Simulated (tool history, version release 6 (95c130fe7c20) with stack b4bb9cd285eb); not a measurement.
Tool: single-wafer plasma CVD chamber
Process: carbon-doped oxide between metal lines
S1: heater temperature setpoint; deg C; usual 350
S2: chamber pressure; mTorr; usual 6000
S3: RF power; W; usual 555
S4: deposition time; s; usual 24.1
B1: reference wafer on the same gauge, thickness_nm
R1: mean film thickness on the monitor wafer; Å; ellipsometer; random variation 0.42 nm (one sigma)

run 1 day=0 | S1=350 S2=6000 S3=555 S4=24.1 | B1=180.94 | R1=1508.42
run 2 day=0.825 | S1=350 S2=6000 S3=555 S4=24.1 | B1=180.98 | R1=1498.91
run 3 day=2.004 | S1=350 S2=6000 S3=555 S4=24.1 | B1=181.154 | R1=1501.37
run 4 day=2.704 | S1=350 S2=6000 S3=555 S4=24.1 | B1=180.847 | R1=1506.17
run 5 day=3.583 | S1=350 S2=6000 S3=555 S4=24.1 | B1=180.993 | R1=1498.58
run 6 day=6.933 | S1=350 S2=6000 S3=555 S4=24.1 | B1=180.992 | R1=1497.11
run 7 day=8.254 | S1=350 S2=6000 S3=555 S4=24.1 | B1=180.951 | R1=1496.11
run 8 day=8.783 | S1=350 S2=6000 S3=555 S4=24.1 | B1=181.032 | R1=1492.95
-- day=9.517 thermocouple changed; heater temperature recalibrated
run 9 day=9.712 | S1=350 S2=6000 S3=555 S4=24.1 | B1=180.821 | R1=1490.77
run 10 day=11.004 | S1=350 S2=6000 S3=555 S4=24.1 | B1=181.122 | R1=1493.82
run 11 day=11.679 | S1=350 S2=6000 S3=555 S4=24.1 | B1=181.072 | R1=1484.33
run 12 day=13.108 | S1=350 S2=6000 S3=555 S4=24.1 | B1=181.172 | R1=1490.83
run 13 day=14.554 | S1=350 S2=5420 S3=500 S4=22.5 | B1=181.007 | R1=1233.93
run 14 day=15.617 | S1=350 S2=4600 S3=555 S4=24.1 | B1=181.073 | R1=1453.73
-- day=16.133 gauge calibrated
-- day=16.733 showerhead replaced
run 15 day=16.883 | S1=350 S2=6000 S3=555 S4=24.1 | B1=181.008 | R1=1485.24
run 16 day=18.017 | S1=350 S2=6000 S3=555 S4=24.1 | B1=180.877 | R1=1476.83
run 17 day=18.704 | S1=350 S2=7290 S3=555 S4=19.3 | B1=181.061 | R1=1205.47
-- day=19.358 capacitance manometer re-zeroed and calibrated
run 18 day=20.25 | S1=350 S2=6000 S3=555 S4=24.1 | B1=181.016 | R1=1474.96
-- day=20.875 RF generator calibrated
run 19 day=21.112 | S1=350 S2=6000 S3=555 S4=24.1 | B1=181.048 | R1=1546.07
run 20 day=21.712 | S1=360 S2=5000 S3=610 S4=25.8 | B1=181.055 | R1=1745.39
run 21 day=22.45 | S1=344 S2=6860 S3=605 S4=25.4 | B1=180.918 | R1=1812.35
run 22 day=25.596 | S1=356 S2=5410 S3=555 S4=26.4 | B1=180.98 | R1=1650.9
run 23 day=26.362 | S1=356 S2=6970 S3=595 S4=24.1 | B1=180.924 | R1=1634.23
run 24 day=28.942 | S1=350 S2=6000 S3=555 S4=24.1 | B1=181.007 | R1=1544.82

Forecast each of these 4 alternatives for the next run:
run A day=28.958 | S1=350 S2=6000 S3=460 S4=24.1 | B1=? | R1=?
run B day=28.958 | S1=350 S2=4560 S3=510 S4=24.1 | B1=? | R1=?
run C day=28.958 | S1=346 S2=6810 S3=660 S4=24.1 | B1=? | R1=?
run D day=28.958 | S1=357 S2=7440 S3=555 S4=26.2 | B1=? | R1=?

run=A B1=181.01 R1=1243.08
run=B B1=181.01 R1=1378.93
run=C B1=181.01 R1=1835.71
run=D B1=181.01 R1=1662.02
Without the tool's hidden state the same runs would have given:
run=A R1=1255.54
run=B R1=1390.87
run=C R1=1850.56
run=D R1=1675.88
